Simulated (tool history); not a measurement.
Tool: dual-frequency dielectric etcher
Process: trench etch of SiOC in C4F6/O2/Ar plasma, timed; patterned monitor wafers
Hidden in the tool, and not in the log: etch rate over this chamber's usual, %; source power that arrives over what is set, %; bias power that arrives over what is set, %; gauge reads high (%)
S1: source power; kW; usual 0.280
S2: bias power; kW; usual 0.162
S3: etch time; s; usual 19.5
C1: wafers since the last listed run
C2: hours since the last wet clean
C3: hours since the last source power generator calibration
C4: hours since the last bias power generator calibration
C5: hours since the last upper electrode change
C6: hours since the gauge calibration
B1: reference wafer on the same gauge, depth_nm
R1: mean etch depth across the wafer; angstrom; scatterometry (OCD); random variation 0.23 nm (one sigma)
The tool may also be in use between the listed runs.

run    hour     S1     S2    S3    C1     C2      C3      C4      C5     C6     B1     R1
  1     0.0  0.280  0.162  19.5     0  116.2  1860.5  1982.5  3297.3  634.5  31.83  386.4
  2    53.3  0.280  0.162  19.5   535  169.5  1913.8  2035.8  3350.6  687.8  31.83  389.5
  3    99.4  0.280  0.162  19.5   463  215.6  1959.9  2081.9  3396.7  733.9  31.86  390.9
  4   148.9  0.330  0.170  19.5   497  265.1  2009.4  2131.4  3446.2  783.4  31.76  424.9
  5   193.1  0.280  0.162  19.5   444  309.3  2053.6  2175.6  3490.4  827.6  31.77  389.4
  6   237.5  0.280  0.162  19.5   446  353.7  2098.0  2220.0  3534.8  872.0  31.84  390.5
  7   330.6  0.280  0.162  21.0   935  446.8  2191.1  2313.1  3627.9  965.1  31.80  424.2
      368.1  -- gauge calibrated
      388.9  -- wet clean of the chamber
      578.4  -- upper electrode replaced
  8   578.9  0.280  0.162  21.0  2012  190.0  2439.4  2561.4     0.5  210.8  31.81  410.5
      600.3  -- bias power generator calibrated
  9   678.9  0.330  0.162  19.5   964  290.0  2539.4    78.6   100.5  310.8  31.76  415.6
      743.6  -- source power generator calibrated
 10   767.5  0.320  0.181  16.0   849  378.6    23.9   167.2   189.1  399.4  31.83  356.7
      841.8  -- wet clean of the chamber
 11   867.7  0.280  0.162  19.5   765   25.9   124.1   267.4   289.3  499.6  31.76  383.2
 12   960.9  0.280  0.162  19.5   936  119.1   217.3   360.6   382.5  592.8  31.77  384.7
 13  1007.7  0.310  0.132  19.5   470  165.9   264.1   407.4   429.3  639.6  31.84  364.6
 14  1095.3  0.280  0.162  19.5   880  253.5   351.7   495.0   516.9  727.2  31.80  384.1
 15  1132.1  0.350  0.127  19.5   369  290.3   388.5   531.8   553.7  764.0  31.72  382.4
 16  1212.1  0.330  0.162  22.5   803  370.3   468.5   611.8   633.7  844.0  31.82  481.5

The same runs without the tool's hidden state, with the same run-to-run variation:
run     R1
  1  382.7
  2  384.6
  3  384.8
  4  417.0
  5  381.1
  6  381.1
  7  411.6
  8  408.1
  9  410.5
 10  350.4
 11  382.9
 12  382.1
 13  361.1
 14  378.3
 15  375.7
 16  470.7
